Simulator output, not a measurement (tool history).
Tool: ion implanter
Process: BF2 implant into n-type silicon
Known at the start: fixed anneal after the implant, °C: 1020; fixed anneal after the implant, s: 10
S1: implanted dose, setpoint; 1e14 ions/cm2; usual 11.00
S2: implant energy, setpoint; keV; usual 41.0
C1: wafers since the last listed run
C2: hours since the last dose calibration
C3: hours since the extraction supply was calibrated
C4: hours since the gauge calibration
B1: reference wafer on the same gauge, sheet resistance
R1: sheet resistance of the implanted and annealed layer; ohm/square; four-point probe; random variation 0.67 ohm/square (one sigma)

run     day     S1    S2    C1      C2      C3      C4      B1      R1
  1   0.000  11.75  41.0     0   986.4  4169.8   432.0  110.75  116.66
  2   1.200  11.75  41.0   529  1015.2  4198.6   460.8  110.59  114.58
  3   2.417  11.00  41.0   536  1044.4  4227.8   490.0  110.73  118.41
  4   3.583  11.00  41.0   514  1072.4  4255.8   518.0  110.87  118.06
  5   6.525  11.00  41.0  1297  1143.0  4326.4   588.6  110.41  118.36
  6   7.754  11.00  41.0   542  1172.5  4355.9   618.1  110.34  117.70
  7   8.767   9.18  41.0   446  1196.8  4380.2   642.4  110.44  128.58
  8  10.188   9.18  41.0   626  1230.9  4414.3   676.5  109.95  129.80
  9  15.425   9.18  41.0  2310  1356.6  4540.0   802.2  109.83  130.18
 10  19.454  11.00  41.0  1777  1453.3  4636.7   898.9  109.39  117.31
 11  26.738  11.00  33.5  3212  1628.1  4811.5  1073.7  108.72  125.63
 12  31.808  11.00  33.5  2236  1749.8  4933.2  1195.4  107.98  125.15
     32.267  -- gauge calibrated
 13  34.571  11.00  52.0  1218  1816.1  4999.5    55.3  111.03  109.26
 14  36.454  11.00  52.0   830  1861.3  5044.7   100.5  111.27  109.80
 15  39.054  11.00  52.0  1146  1923.7  5107.1   162.9  111.11  110.14
 16  41.612  11.00  41.0  1128  1985.1  5168.5   224.3  111.10  119.91
 17  43.592  11.00  54.0   872  2032.6  5216.0   271.8  110.99  109.00
     45.292  -- extraction supply calibrated
 18  45.417  11.00  41.0   657  2076.4     3.0   315.6  111.09  118.17
 19  47.396   7.75  37.5   872  2123.9    50.5   363.1  110.95  149.33
 20  50.038  11.00  41.0  1165  2187.3   113.9   426.5  110.89  118.88
 21  52.350  11.91  55.0  1019  2242.8   169.4   482.0  110.47  103.31
 22  54.171   8.82  28.5   803  2286.5   213.1   525.7  110.67  150.86
 23  56.725   7.86  35.5  1126  2347.8   274.4   587.0  110.72  150.56
     57.696  -- Faraday cup replaced and dose calibrated
 24  58.108  11.00  41.0   463     9.9   307.6   620.2  110.47  118.16
 25  59.250   7.81  41.0   503    37.3   335.0   647.6  110.15  145.19
 26  62.058  14.27  51.5  1238   104.7   402.4   715.0  109.86   97.97
 27  64.079  11.00  41.0   891   153.2   450.9   763.5  109.71  118.05
 28  65.533  11.00  41.0   641   188.1   485.8   798.4  109.79  117.61
 29  67.375  11.00  52.0   812   232.3   530.0   842.6  109.58  109.54
 30  70.362   7.91  52.5  1317   304.0   601.7   914.3  109.06  135.18
 31  72.138  11.83  29.0   782   346.6   644.3   956.9  108.97  130.79
 32  73.500   9.04  32.0   600   379.3   677.0   989.6  108.97  140.70

How the hidden state differs across the entries between the runs, from the last listed run before each to the first after it:
Between runs 12 and 13: gauge calibrated (day 32.267)
  gauge reads high (%): -2.71 -> 0.151
  measured less the result without the state, R1: -3.49 -> +0.16 ohm/square
Between runs 17 and 18: extraction supply calibrated (day 45.292)
  gauge reads high (%): 0.00219 -> -0.052
  measured less the result without the state, R1: +0.00 -> -0.06 ohm/square
Between runs 23 and 24: Faraday cup replaced and dose calibrated (day 57.696)
  gauge reads high (%): -0.567 -> -0.652
  measured less the result without the state, R1: -0.86 -> -0.78 ohm/square

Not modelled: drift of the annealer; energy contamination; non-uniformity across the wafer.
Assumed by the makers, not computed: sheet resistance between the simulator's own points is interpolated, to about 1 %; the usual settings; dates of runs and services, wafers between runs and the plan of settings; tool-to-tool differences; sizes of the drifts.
